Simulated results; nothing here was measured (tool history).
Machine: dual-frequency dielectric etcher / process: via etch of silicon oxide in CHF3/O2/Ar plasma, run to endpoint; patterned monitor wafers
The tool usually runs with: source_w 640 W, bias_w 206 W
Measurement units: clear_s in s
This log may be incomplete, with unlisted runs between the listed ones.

run,hour,source_w,bias_w,"incoming incoming film thickness, nm",clear_s
1,0.0,640,206,580.5,265.4
2,71.4,640,206,571.4,260.8
3,128.6,640,206,586.2,264.3
4,178.6,640,206,578.5,262.8
5,236.9,640,206,580.5,259.5
# hour 268.8: upper electrode replaced, of another model than before
6,287.3,640,206,572.2,257.1
# hour 329.8: wet clean of the chamber
7,342.4,640,206,581.9,268.7
8,383.6,760,219,582.1,237.8
9,415.0,510,182,576.6,324.4
10,439.6,640,206,579.6,265.8
# hour 453.2: source power generator calibrated
11,506.9,740,235,585.3,235.1
# hour 554.3: bias power generator calibrated
12,558.4,640,206,578.7,263.4
13,599.3,770,192,580.7,239.0
14,653.9,510,175,580.3,326.2
15,689.2,640,206,583.5,265.5
16,724.5,480,171,575.2,341.1

Some steps in clear_s between neighbouring runs. How much of each would the tool show without its hidden state too (settings, what came in, random variation), and how much is left for the hidden state, with any gauge scatter that isn't in both results?
Unlogged tool condition in this case: etch rate over this chamber's usual, %; source power that arrives over what is set, %; bias power that arrives over what is set, %.
Run 6 -> 7: wet clean of the chamber. clear_s +11.6 s: hidden state +6.4, all else +5.2.
Run 13 -> 14: source_w 770 -> 510, bias_w 192 -> 175. clear_s +87.2 s: hidden state -2.2, all else +89.4.
